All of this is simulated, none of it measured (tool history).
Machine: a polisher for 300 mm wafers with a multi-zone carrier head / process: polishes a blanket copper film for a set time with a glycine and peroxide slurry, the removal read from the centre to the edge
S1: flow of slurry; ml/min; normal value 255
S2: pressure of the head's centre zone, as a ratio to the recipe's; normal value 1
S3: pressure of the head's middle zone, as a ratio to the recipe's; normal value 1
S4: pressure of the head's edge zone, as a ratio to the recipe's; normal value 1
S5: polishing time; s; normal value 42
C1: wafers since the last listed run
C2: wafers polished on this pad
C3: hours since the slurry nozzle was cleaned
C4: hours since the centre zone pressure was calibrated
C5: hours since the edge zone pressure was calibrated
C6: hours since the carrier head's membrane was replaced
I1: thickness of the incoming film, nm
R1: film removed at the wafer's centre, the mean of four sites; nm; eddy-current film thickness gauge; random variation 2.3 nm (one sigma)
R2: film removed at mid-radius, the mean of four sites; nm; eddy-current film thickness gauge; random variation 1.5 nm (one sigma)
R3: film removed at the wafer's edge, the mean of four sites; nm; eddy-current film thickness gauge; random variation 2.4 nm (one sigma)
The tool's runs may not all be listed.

run   hour   S1    S2    S3    S4  S5   C1    C2     C3      C4     C5     C6      I1     R1     R2     R3
  1      0  255  1.09     1     1  42    0   159  204.9   851.1    550  188.5  1566.6    169  163.7  162.2
  2   16.2  255  1.09     1     1  42  187   346  221.1   867.3  566.2  204.7  1575.1  171.9  164.7  164.8
  3   42.6  255  1.09     1     1  42  305   651  247.5   893.7  592.6  231.1  1605.3  168.8  157.8    158
  4   60.5  255     1     1     1  42  207   859  265.4   911.6  610.5    249  1557.1    155    158  154.3
  5   94.6  255     1     1     1  42  394  1253  299.5   945.7  644.6  283.1  1575.4  146.3  149.4  153.1
       118  -- worn pad replaced by a new one
  6  162.7  255     1     1     1  42  741   517  367.6  1013.8  712.7  351.2  1569.6  163.3  161.4  162.9
  7  176.8  255     1     1     1  42  163   680  381.7  1027.9  726.8  365.3  1540.4  159.4    160  158.7
  8  220.9  255     1     1  0.94  42  510  1190  425.8    1072  770.9  409.4  1592.2  147.9  151.6  148.6
     230.6  -- worn pad replaced by a new one
  9  246.6  255  0.94     1     1  42  251   184  451.5  1097.7  796.6  435.1  1549.7  152.2  161.9  163.1
 10    278  255     1  0.97     1  42  363   548  482.9  1129.1    828  466.5  1581.8  157.5  155.1    165
     297.8  -- edge zone pressure recalibrated
 11  313.1  255     1     1     1  42  382   931    518  1164.2   15.3  501.6  1553.1  150.5    155  158.4
 12  327.5  255     1     1     1  29  166  1097  532.4  1178.6   29.7    516  1571.4  102.7  103.4  105.2
     337.6  -- slurry nozzle cleaned
 13  348.2  255     1     1     1  42  227  1325   10.6  1199.3   50.4  536.7  1560.7  142.1  143.7  146.2
     361.8  -- worn pad replaced by a new one
 14  382.4  255  0.88     1     1  42  349   237   44.8  1233.5   84.6  570.9  1585.6  148.7  160.7  163.2
 15    415  255     1     1     1  42  377   614   77.4  1266.1  117.2  603.5  1569.1  158.4  159.9  158.1
 16  435.2  255     1     1     1  42  233   848   97.6  1286.3  137.4  623.7  1596.4  155.9  156.6  154.6
     443.5  -- carrier head's membrane replaced by a new one
     463.2  -- centre zone pressure recalibrated
 17  463.7  255     1  1.09     1  55  248  1097  126.1     0.5  165.9   20.2  1601.4  191.1  210.8  197.7
     498.8  -- worn pad replaced by a new one
 18  499.3  255     1     1     1  42  365     5  161.7    36.1  201.5   55.8  1555.5  161.6  163.5    166
 19    514  255     1     1     1  42  170   175  176.4    50.8  216.2   70.5  1573.1    159  165.2  164.9
 20  544.6  255     1     1  1.09  42  354   529    207    81.4  246.8  101.1  1558.8  160.5  162.2  169.2
 21  564.7  205  1.08     1  0.96  27  232   762  227.1   101.5  266.9  121.2  1571.9  101.3   98.8  100.3
 22  593.6  320     1     1     1  28  334  1096    256   130.4  295.8  150.1  1605.7  104.5  102.2  105.7
 23  615.8  300     1     1     1  42  256  1353  278.2   152.6    318  172.3  1564.9  149.8  149.2  148.2

What was the tool's hidden state at every run in the log?
slurry flow missing at the pad, %: 0 in every run
deviation of the centre zone's pressure from its setpoint, %: 0 in every run
deviation of the edge zone's pressure from its setpoint, %: 0 in every run
H1: removal rate lost through wear of the pad, %
run    H1
  1  1.01
  2  1.57
  3  3.37
  4  5.22
  5  10.1
  6   1.7
  7  2.85
  8   8.5
  9  1.65
 10  3.22
 11  6.83
 12  8.87
 13  12.4
 14  1.95
 15  3.85
 16  5.88
 17  9.83
 18  1.18
 19  1.37
 20  2.84
 21  4.62
 22  8.29
 23    12
